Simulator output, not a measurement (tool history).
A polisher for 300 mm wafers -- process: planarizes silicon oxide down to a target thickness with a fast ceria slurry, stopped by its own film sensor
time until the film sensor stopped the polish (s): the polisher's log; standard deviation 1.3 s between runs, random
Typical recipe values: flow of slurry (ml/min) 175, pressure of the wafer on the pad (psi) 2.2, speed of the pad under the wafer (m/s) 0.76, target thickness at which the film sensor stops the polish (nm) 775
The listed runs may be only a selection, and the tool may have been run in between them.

run     day  flow of slurry (ml/min)  pressure of the wafer on the pad (psi)  speed of the pad under the wafer (m/s)  target thickness at which the film sensor stops the polish (nm)  incoming thickness of the incoming film, nm  time until the film sensor stopped the polish (s)
  1   0.000                      175                                     2.2                                    0.76                                                              775                                       1339.1                                               71.3
  2   2.083                      175                                     2.2                                    0.68                                                              775                                       1350.2                                               80.0
  3   4.912                      175                                     2.2                                    0.66                                                              924                                       1337.7                                               65.9
      5.096  -- worn pad replaced by a new one
  4   7.888                      175                                     2.2                                    0.66                                                              924                                       1366.3                                               62.9
      9.725  -- worn pad replaced by a new one
  5  10.042                      175                                     2.2                                    0.76                                                              775                                       1343.2                                               70.6
     11.058  -- head pressure recalibrated
  6  11.221                      175                                     2.2                                    0.76                                                              775                                       1325.0                                               69.8
  7  12.633                      175                                     2.2                                    0.76                                                              775                                       1361.4                                               75.6
  8  14.517                      210                                     1.8                                    0.94                                                              942                                       1367.5                                               59.3
     15.108  -- worn pad replaced by a new one
  9  16.521                      155                                     2.5                                    0.86                                                              589                                       1347.3                                               77.6
     17.479  -- slurry nozzle cleaned
 10  17.633                      130                                     2.2                                    1.00                                                              775                                       1361.4                                               62.3
 11  19.183                      210                                     1.8                                    0.94                                                              942                                       1344.3                                               51.7
 12  20.304                      175                                     3.0                                    0.76                                                              775                                       1341.9                                               59.7
     20.762  -- worn pad replaced by a new one
 13  22.329                      175                                     1.4                                    0.76                                                              775                                       1350.7                                              113.0
 14  25.000                      175                                     2.2                                    0.68                                                              616                                       1329.5                                              102.6

Branching from run 14: 3 alternative next runs. What would each branch give?
  A  25.017                      195                                     2.2                                    0.76                                                              775                                       1361.1                                                  ?
  B  25.017                      140                                     2.2                                    0.64                                                              900                                       1361.1                                                  ?
  C  25.017                      175                                     2.2                                    0.76                                                              684                                       1361.1                                                  ?

run  time until the film sensor stopped the polish (s)
  A                                               77.7
  B                                               75.0
  C                                               91.3
Had the tool no hidden state, the same runs would have come out as:
run  time until the film sensor stopped the polish (s)
  A                                               70.8
  B                                               68.3
  C                                               83.2
